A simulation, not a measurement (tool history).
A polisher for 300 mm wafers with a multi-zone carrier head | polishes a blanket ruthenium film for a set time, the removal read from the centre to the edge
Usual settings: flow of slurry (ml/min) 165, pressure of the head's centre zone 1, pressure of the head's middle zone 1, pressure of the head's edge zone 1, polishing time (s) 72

run     day  flow of slurry (ml/min)  pressure of the head's centre zone  pressure of the head's middle zone  pressure of the head's edge zone  polishing time (s)  incoming thickness of the incoming film, nm  film removed at the wafer's centre (Å)  film removed at mid-radius (Å)  film removed at the wafer's edge (Å)
  1       0                      165                                0.94                                   1                                 1                  72                                        248.8                                     800                             740                                   743
      0.942  -- worn pad replaced by a new one
  2   1.192                      165                                0.94                                   1                                 1                  72                                        247.9                                     869                             807                                   811
  3   2.567                      165                                0.94                                   1                                 1                  72                                        248.7                                     864                             774                                   788
  4   3.075                      165                                   1                                   1                                 1                  72                                        246.4                                     897                             781                                   791
  5   3.721                      165                                   1                                   1                                 1                  72                                        245.8                                     881                             776                                   773
  6   4.317                      165                                   1                                   1                                 1                  72                                        253.2                                     886                             764                                   770
  7   4.946                      145                                   1                                0.97                                 1                  72                                        254.3                                     843                             739                                   756
  8    5.55                      185                                   1                                   1                                 1                  72                                        246.3                                     872                             765                                   770
      5.946  -- worn pad replaced by a new one
  9   9.292                      165                                   1                                   1                                 1                  72                                        254.7                                     887                             784                                   786
      9.825  -- slurry nozzle cleaned
 10   9.971                      165                                0.96                                   1                                 1                  72                                        245.7                                     838                             762                                   765
 11  11.104                      165                                   1                                0.92                              0.97                  72                                        250.8                                     867                             719                                   734

Forecast run 12:
 12  11.854                      165                                   1                                   1                                 1                  72                                        246.7                                       ?                               ?                                     ?

{"run 12": {"film removed at the wafer's centre (Å)": 854, "film removed at mid-radius (Å)": 743, "film removed at the wafer's edge (Å)": 753}}
With the hidden condition absent and the run-to-run variation left alone, this run would have shown film removed at the wafer's centre (Å) 819, film removed at mid-radius (Å) 810, film removed at the wafer's edge (Å) 819.

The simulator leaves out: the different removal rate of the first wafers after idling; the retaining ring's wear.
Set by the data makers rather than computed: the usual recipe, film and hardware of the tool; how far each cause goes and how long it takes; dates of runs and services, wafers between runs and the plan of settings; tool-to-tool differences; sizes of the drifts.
